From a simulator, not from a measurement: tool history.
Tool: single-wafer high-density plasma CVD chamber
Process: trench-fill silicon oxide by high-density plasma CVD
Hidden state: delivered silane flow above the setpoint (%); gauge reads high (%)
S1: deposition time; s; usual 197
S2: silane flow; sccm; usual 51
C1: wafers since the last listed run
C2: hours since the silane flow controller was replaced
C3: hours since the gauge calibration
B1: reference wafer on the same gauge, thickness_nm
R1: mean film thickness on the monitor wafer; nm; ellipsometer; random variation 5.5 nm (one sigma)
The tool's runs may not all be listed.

run 1 day=0 | S1=197 S2=51 | C1=0 C2=4269.8 C3=279.7 | B1=900.928 | R1=1043.955
run 2 day=0.746 | S1=214 S2=51 | C1=185 C2=4287.7 C3=297.6 | B1=898.716 | R1=1128.216
run 3 day=1.429 | S1=210 S2=51 | C1=169 C2=4304.1 C3=314 | B1=899.765 | R1=1103.602
run 4 day=1.954 | S1=197 S2=46 | C1=130 C2=4316.7 C3=326.6 | B1=900.998 | R1=959.784
run 5 day=5.754 | S1=197 S2=51 | C1=943 C2=4407.9 C3=417.8 | B1=901.79 | R1=1034.646
run 6 day=6.821 | S1=180 S2=44 | C1=264 C2=4433.5 C3=443.4 | B1=900.858 | R1=855.041
run 7 day=7.342 | S1=180 S2=44 | C1=129 C2=4446 C3=455.9 | B1=899.803 | R1=854.371
run 8 day=7.942 | S1=207 S2=56 | C1=148 C2=4460.4 C3=470.3 | B1=898.576 | R1=1174.265
run 9 day=8.646 | S1=206 S2=57 | C1=174 C2=4477.3 C3=487.2 | B1=900.655 | R1=1184.461
-- day=9.617 gauge calibrated
run 10 day=9.921 | S1=206 S2=57 | C1=316 C2=4507.9 C3=7.3 | B1=900.109 | R1=1178.618
run 11 day=10.646 | S1=197 S2=51 | C1=179 C2=4525.3 C3=24.7 | B1=899.375 | R1=1037.745
run 12 day=11.408 | S1=197 S2=51 | C1=189 C2=4543.6 C3=43 | B1=900.797 | R1=1037.197
run 13 day=12.896 | S1=197 S2=51 | C1=369 C2=4579.3 C3=78.7 | B1=899.648 | R1=1031.357
run 14 day=16.271 | S1=159 S2=61 | C1=837 C2=4660.3 C3=159.7 | B1=900.222 | R1=961.687
run 15 day=17.746 | S1=175 S2=48 | C1=366 C2=4695.7 C3=195.1 | B1=900.491 | R1=881.388
run 16 day=18.567 | S1=159 S2=59 | C1=203 C2=4715.4 C3=214.8 | B1=898.728 | R1=933.849
run 17 day=20 | S1=167 S2=58 | C1=355 C2=4749.8 C3=249.2 | B1=899.777 | R1=976.092
run 18 day=20.921 | S1=167 S2=58 | C1=228 C2=4771.9 C3=271.3 | B1=899.227 | R1=973.823
-- day=21.804 silane flow controller replaced
run 19 day=21.825 | S1=175 S2=44 | C1=141 C2=0.5 C3=293 | B1=901.184 | R1=827.987
run 20 day=22.458 | S1=235 S2=51 | C1=157 C2=15.7 C3=308.2 | B1=900.087 | R1=1239.477
run 21 day=23.729 | S1=232 S2=56 | C1=315 C2=46.2 C3=338.7 | B1=899.52 | R1=1323.014
run 22 day=24.979 | S1=197 S2=51 | C1=310 C2=76.2 C3=368.7 | B1=899.727 | R1=1044.756
run 23 day=25.5 | S1=197 S2=51 | C1=129 C2=88.7 C3=381.2 | B1=899.927 | R1=1028.842
run 24 day=26.146 | S1=185 S2=57 | C1=160 C2=104.2 C3=396.7 | B1=898.99 | R1=1068.128
run 25 day=27.421 | S1=178 S2=43 | C1=316 C2=134.8 C3=427.3 | B1=900.802 | R1=831.782
run 26 day=28.8 | S1=197 S2=51 | C1=342 C2=167.9 C3=460.4 | B1=899.173 | R1=1037.111

Forecast each of these 3 alternatives for the next run:
run A day=28.821 | S1=215 S2=51 | C1=5 C2=168.4 C3=460.9 | B1=? | R1=?
run B day=28.821 | S1=169 S2=42 | C1=5 C2=168.4 C3=460.9 | B1=? | R1=?
run C day=28.821 | S1=171 S2=55 | C1=5 C2=168.4 C3=460.9 | B1=? | R1=?

run=A B1=898.799 R1=1137.716
run=B B1=898.799 R1=775.337
run=C B1=898.799 R1=958.378
Without the tool's hidden state the same runs would have given:
run=A R1=1137.716
run=B R1=775.337
run=C R1=958.378

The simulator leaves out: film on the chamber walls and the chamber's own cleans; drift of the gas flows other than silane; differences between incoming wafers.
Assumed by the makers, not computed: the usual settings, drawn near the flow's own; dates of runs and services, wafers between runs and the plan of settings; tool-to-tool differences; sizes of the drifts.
